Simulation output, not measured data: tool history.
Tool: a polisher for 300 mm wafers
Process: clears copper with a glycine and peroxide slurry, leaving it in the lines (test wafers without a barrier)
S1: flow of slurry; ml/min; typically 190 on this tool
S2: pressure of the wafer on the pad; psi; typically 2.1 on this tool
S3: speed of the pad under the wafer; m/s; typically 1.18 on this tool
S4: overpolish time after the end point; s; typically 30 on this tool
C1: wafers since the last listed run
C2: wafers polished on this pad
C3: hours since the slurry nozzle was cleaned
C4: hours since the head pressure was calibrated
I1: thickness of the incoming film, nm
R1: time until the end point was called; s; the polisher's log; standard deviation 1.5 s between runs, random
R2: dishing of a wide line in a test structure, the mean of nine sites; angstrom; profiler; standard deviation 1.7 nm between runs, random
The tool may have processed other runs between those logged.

run,hour,S1,S2,S3,S4,C1,C2,C3,C4,I1,R1,R2
1,0.0,190,2.1,1.18,30,0,358,260.6,876.2,443.9,80.3,946
# hour 50.5: head pressure recalibrated
2,66.1,190,2.1,1.18,30,322,681,326.7,15.6,450.7,75.5,1033
3,127.1,190,2.1,1.18,30,306,988,387.7,76.6,453.4,78.4,991
4,222.6,190,2.1,1.18,30,480,1469,483.2,172.1,442.2,76.1,975
5,291.9,190,2.1,1.18,30,348,1817,552.5,241.4,455.7,83.7,953
6,351.7,190,2.1,1.18,30,300,2118,612.3,301.2,447.2,76.8,975
7,395.0,190,2.1,1.18,30,217,2336,655.6,344.5,451.1,81.1,1002
8,446.3,190,2.1,1.18,30,258,2594,706.9,395.8,455.3,80.5,953
# hour 468.2: worn pad replaced by a new one
9,483.5,190,2.1,1.18,30,167,77,744.1,433.0,448.8,82.4,969
# hour 503.9: slurry nozzle cleaned
10,572.1,190,2.1,1.18,30,440,518,68.2,521.6,453.8,83.3,980
11,619.8,190,2.1,1.18,30,240,758,115.9,569.3,452.2,82.0,963
12,691.8,210,2.1,0.86,35,362,1120,187.9,641.3,447.8,105.9,907
13,770.1,230,1.7,0.94,30,394,1514,266.2,719.6,457.2,107.3,792
14,875.6,165,1.8,0.94,23,530,2045,371.7,825.1,448.5,109.8,620
# hour 943.2: head pressure recalibrated
15,950.3,220,1.4,1.18,30,365,2411,446.4,7.1,452.9,96.6,852
16,1055.6,190,2.1,1.18,21,529,2941,551.7,112.4,449.0,75.9,781
# hour 1100.6: worn pad replaced by a new one
17,1102.6,190,2.1,1.18,30,216,10,598.7,159.4,440.3,76.8,1009
18,1208.8,175,2.1,1.54,30,534,544,704.9,265.6,455.3,66.1,1124
19,1253.0,210,2.1,1.60,30,222,766,749.1,309.8,451.8,61.7,1137
20,1360.4,215,2.1,1.18,30,540,1307,856.5,417.2,450.9,79.4,985
# hour 1400.4: slurry nozzle cleaned
21,1411.8,160,1.9,1.18,17,253,1561,11.4,468.6,443.6,90.8,598
22,1460.4,190,1.4,0.80,43,244,1805,60.0,517.2,446.6,128.6,864
23,1512.8,220,2.1,1.18,25,263,2069,112.4,569.6,446.3,75.6,871
24,1561.7,190,1.7,1.18,30,246,2315,161.3,618.5,449.9,90.1,869
25,1633.1,190,2.1,1.18,30,359,2674,232.7,689.9,447.9,79.0,970
26,1669.3,190,2.1,1.18,30,182,2856,268.9,726.1,458.2,84.3,981
# hour 1690.4: worn pad replaced by a new one
# hour 1756.3: head pressure recalibrated
27,1930.3,125,2.1,1.18,13,1283,1197,529.9,174.0,456.8,87.0,458
28,1993.4,190,2.1,1.44,24,317,1514,593.0,237.1,451.8,66.3,939
29,2076.4,190,2.1,1.18,30,417,1932,676.0,320.1,450.9,79.7,934
30,2117.4,190,1.6,0.94,46,206,2138,717.0,361.1,453.0,109.7,1012
31,2164.0,220,2.5,0.90,42,234,2373,763.6,407.7,453.8,92.1,1155
# hour 2194.0: slurry nozzle cleaned
32,2244.9,165,2.1,1.18,13,402,2775,50.9,488.6,457.1,84.8,477
# hour 2289.4: worn pad replaced by a new one
33,2289.7,230,2.1,0.86,30,205,1,95.7,533.4,454.0,101.0,825
34,2327.3,190,1.5,1.18,30,189,190,133.3,571.0,447.7,98.0,814

How the hidden state differs across the entries between the runs, from the last listed run before each to the first after it:
From run 1 to run 2: head pressure recalibrated (hour 50.5)
  deviation of the head's pressure from its setpoint, %: -11.7 -> -2.05
  measured less the result without the state, R1: +5.8 -> +1.0 s; R2: -60 -> -10 angstrom
From run 8 to run 9: worn pad replaced by a new one (hour 468.2)
  deviation of the head's pressure from its setpoint, %: -10.5 -> -10.9
  measured less the result without the state, R1: +5.2 -> +5.5 s; R2: -53 -> -56 angstrom
From run 9 to run 10: slurry nozzle cleaned (hour 503.9)
  deviation of the head's pressure from its setpoint, %: -10.9 -> -11.7
  measured less the result without the state, R1: +5.5 -> +6.0 s; R2: -56 -> -62 angstrom
From run 14 to run 15: head pressure recalibrated (hour 943.2)
  deviation of the head's pressure from its setpoint, %: -13.2 -> -0.183
  measured less the result without the state, R1: +8.2 -> +0.1 s; R2: -44 -> -1 angstrom
From run 16 to run 17: worn pad replaced by a new one (hour 1100.6)
  deviation of the head's pressure from its setpoint, %: -3.71 -> -4.94
  measured less the result without the state, R1: +1.7 -> +2.3 s; R2: -16 -> -25 angstrom
From run 20 to run 21: slurry nozzle cleaned (hour 1400.4)
  deviation of the head's pressure from its setpoint, %: -9.2 -> -9.7
  measured less the result without the state, R1: +4.5 -> +5.3 s; R2: -48 -> -34 angstrom
From run 26 to run 27: worn pad replaced by a new one (hour 1690.4); head pressure recalibrated (hour 1756.3)
  deviation of the head's pressure from its setpoint, %: -11.3 -> -7.66
  measured less the result without the state, R1: +5.9 -> +4.1 s; R2: -60 -> -21 angstrom
From run 31 to run 32: slurry nozzle cleaned (hour 2194.0)
  deviation of the head's pressure from its setpoint, %: -11.5 -> -12.3
  measured less the result without the state, R1: +6.4 -> +6.4 s; R2: -66 -> -36 angstrom
From run 32 to run 33: worn pad replaced by a new one (hour 2289.4)
  deviation of the head's pressure from its setpoint, %: -12.3 -> -12.6
  measured less the result without the state, R1: +6.4 -> +7.3 s; R2: -36 -> -55 angstrom
